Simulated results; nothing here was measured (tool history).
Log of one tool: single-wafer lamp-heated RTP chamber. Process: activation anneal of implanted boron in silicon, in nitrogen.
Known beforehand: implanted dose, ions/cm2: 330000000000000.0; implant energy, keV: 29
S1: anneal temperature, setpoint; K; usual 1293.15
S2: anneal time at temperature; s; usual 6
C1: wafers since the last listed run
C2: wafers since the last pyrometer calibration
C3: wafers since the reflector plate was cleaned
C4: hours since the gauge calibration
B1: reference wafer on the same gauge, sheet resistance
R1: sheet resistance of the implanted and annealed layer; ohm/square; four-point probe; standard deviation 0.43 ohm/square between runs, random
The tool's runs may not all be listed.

Run 1, hour 0.0: usual settings but S1 1280.15 K, S2 7 s; C1 0; C2 3194; C3 3194; C4 522.2; B1 268.99. Result: R1 286.23 ohm/square.
Run 2, hour 57.3: usual settings but S1 1280.15 K, S2 7 s; C1 874; C2 4068; C3 4068; C4 579.5; B1 268.95. Result: R1 284.84 ohm/square.
Run 3, hour 96.4: usual settings but S2 9 s; C1 596; C2 4665; C3 4665; C4 618.6; B1 269.03. Result: R1 281.01 ohm/square.
At hour 152.6: gauge calibrated.
Run 4, hour 168.3: usual settings but S2 9 s; C1 1097; C2 5762; C3 5762; C4 15.7; B1 269.01. Result: R1 281.00 ohm/square.
At hour 201.6: pyrometer window cleaned and pyrometer calibrated.
Run 5, hour 216.1: usual settings but S2 9 s; C1 607; C2 221; C3 6369; C4 63.5; B1 268.91. Result: R1 280.83 ohm/square.
Run 6, hour 259.1: usual settings; C1 656; C2 877; C3 7025; C4 106.5; B1 268.96. Result: R1 281.52 ohm/square.
Run 7, hour 312.2: usual settings; C1 810; C2 1687; C3 7835; C4 159.6; B1 269.04. Result: R1 281.79 ohm/square.
Run 8, hour 358.7: usual settings; C1 709; C2 2397; C3 8545; C4 206.1; B1 269.01. Result: R1 281.33 ohm/square.
Run 9, hour 435.0: usual settings but S2 5 s; C1 1164; C2 3561; C3 9709; C4 282.4; B1 269.05. Result: R1 281.83 ohm/square.
At hour 535.5: reflector plate cleaned.
At hour 546.0: pyrometer window cleaned and pyrometer calibrated.
Run 10, hour 588.5: usual settings but S1 1322.15 K, S2 8 s; C1 2097; C2 648; C3 686; C4 435.9; B1 268.95. Result: R1 279.18 ohm/square.

What will run 11 give?
Run 11, hour 630.5: usual settings but S1 1320.15 K, S2 8 s; C1 640; C2 1289; C3 1327; C4 477.9; B1 ?. Result: R1 ?.

B1: 268.95
R1: 279.06 ohm/square
Had the tool carried no hidden state, the very same run would have given R1 279.12 ohm/square.
